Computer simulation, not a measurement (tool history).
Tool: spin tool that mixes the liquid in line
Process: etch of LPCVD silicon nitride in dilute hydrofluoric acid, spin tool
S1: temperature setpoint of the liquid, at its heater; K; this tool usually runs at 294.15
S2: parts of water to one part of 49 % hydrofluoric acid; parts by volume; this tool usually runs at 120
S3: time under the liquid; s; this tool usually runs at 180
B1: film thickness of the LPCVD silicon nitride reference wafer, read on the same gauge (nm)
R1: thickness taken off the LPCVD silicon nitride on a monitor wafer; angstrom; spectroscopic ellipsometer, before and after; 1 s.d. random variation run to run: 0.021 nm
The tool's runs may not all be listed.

| run | hour | S1 | S2 | S3 | B1 | R1 |
|---|---|---|---|---|---|---|
| 1 | 0 | 294.15 | 120 | 180 | 150.025 | 5.07 |
| 2 | 58.3 | 294.15 | 120 | 180 | 150.003 | 5.16 |
| 3 | 127.6 | 294.15 | 120 | 180 | 150.013 | 5.21 |
| 4 | 282.1 | 296.15 | 120 | 210 | 149.986 | 6.06 |
| 5 | 324.3 | 296.15 | 120 | 210 | 149.989 | 6.38 |
| 6 | 387.3 | 296.15 | 120 | 210 | 149.994 | 6.27 |
| 7 | 442.9 | 294.15 | 105 | 225 | 150.001 | 6.54 |
|  | 483.7 | hydrofluoric acid flow meter replaced |
| 8 | 489.1 | 294.15 | 165 | 180 | 150.024 | 3.81 |
| 9 | 617.9 | 294.15 | 120 | 180 | 149.994 | 4.59 |
| 10 | 677.1 | 294.15 | 120 | 180 | 150.003 | 4.72 |
|  | 713.8 | thermometer replaced |
|  | 717.9 | gauge calibrated |
| 11 | 748.4 | 296.65 | 85 | 265 | 149.994 | 12.89 |
| 12 | 788.6 | 296.15 | 120 | 210 | 150.007 | 7.39 |
| 13 | 813.2 | 290.15 | 70 | 245 | 149.996 | 9.46 |
| 14 | 879.5 | 295.65 | 75 | 145 | 149.991 | 7.81 |
| 15 | 949.5 | 294.15 | 95 | 140 | 150.013 | 4.8 |
| 16 | 977.1 | 294.15 | 120 | 180 | 150.003 | 5.06 |
| 17 | 1010.8 | 296.15 | 120 | 210 | 150.018 | 6.89 |
| 18 | 1040.6 | 294.15 | 120 | 100 | 150.032 | 2.72 |
| 19 | 1092 | 294.15 | 120 | 245 | 150.003 | 6.73 |
| 20 | 1125.5 | 297.15 | 145 | 125 | 150.009 | 3.58 |

5 options for the next run, each taken on its own from the tool as it stands now. Forecast them:
| A | 1126 | 294.15 | 65 | 180 | ? | ? |
| B | 1126 | 294.15 | 120 | 150 | ? | ? |
| C | 1126 | 297.15 | 140 | 180 | ? | ? |
| D | 1126 | 294.15 | 80 | 180 | ? | ? |
| E | 1126 | 299.15 | 95 | 90 | ? | ? |

| run | B1 | R1 |
|---|---|---|
| A | 149.999 | 9.52 |
| B | 149.999 | 4.36 |
| C | 149.999 | 5.48 |
| D | 149.999 | 7.78 |
| E | 149.999 | 4.58 |
Take away the tool's hidden state, keep each run's random variation, and the runs would have read:
| run | R1 |
|---|---|
| A | 11.35 |
| B | 5.19 |
| C | 6.52 |
| D | 9.27 |
| E | 5.46 |
